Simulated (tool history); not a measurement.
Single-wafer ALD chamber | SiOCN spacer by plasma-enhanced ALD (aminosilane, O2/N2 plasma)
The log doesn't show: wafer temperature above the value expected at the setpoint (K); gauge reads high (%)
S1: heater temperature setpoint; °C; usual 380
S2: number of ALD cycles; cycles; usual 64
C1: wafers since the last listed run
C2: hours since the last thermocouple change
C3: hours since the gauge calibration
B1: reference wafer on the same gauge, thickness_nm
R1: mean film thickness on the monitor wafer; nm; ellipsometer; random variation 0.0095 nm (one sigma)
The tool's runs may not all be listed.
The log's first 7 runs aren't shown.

run	day	S1	S2	C1	C2	C3	B1	R1
8	6.929	386	54	116	470.4	664.1	3.617	3.228
9	7.608	386	54	81	486.7	680.4	3.617	3.214
10	8.462	380	64	103	507.2	700.9	3.618	3.783
11	8.983	380	60	62	519.7	713.4	3.616	3.560
12	9.696	380	60	85	536.8	730.5	3.621	3.556
13	10.333	369	57	76	552.1	745.8	3.624	3.398
14	11.400	369	57	128	577.7	771.4	3.626	3.372
15	12.075	369	57	81	593.9	787.6	3.620	3.381
16	12.912	370	61	101	614.0	807.7	3.618	3.632
17	14.346	370	64	172	648.4	842.1	3.623	3.806
18	15.462	390	64	134	675.2	868.9	3.617	3.800
19	16.088	380	64	75	690.2	883.9	3.621	3.805

The next listed run, before its measurement:
20	17.150	369	64	128	715.7	909.4	?	?

{"run 20": {"B1": 3.624, "R1": 3.794}}
Without the tool's hidden state the same run would have given R1 3.794 nm.

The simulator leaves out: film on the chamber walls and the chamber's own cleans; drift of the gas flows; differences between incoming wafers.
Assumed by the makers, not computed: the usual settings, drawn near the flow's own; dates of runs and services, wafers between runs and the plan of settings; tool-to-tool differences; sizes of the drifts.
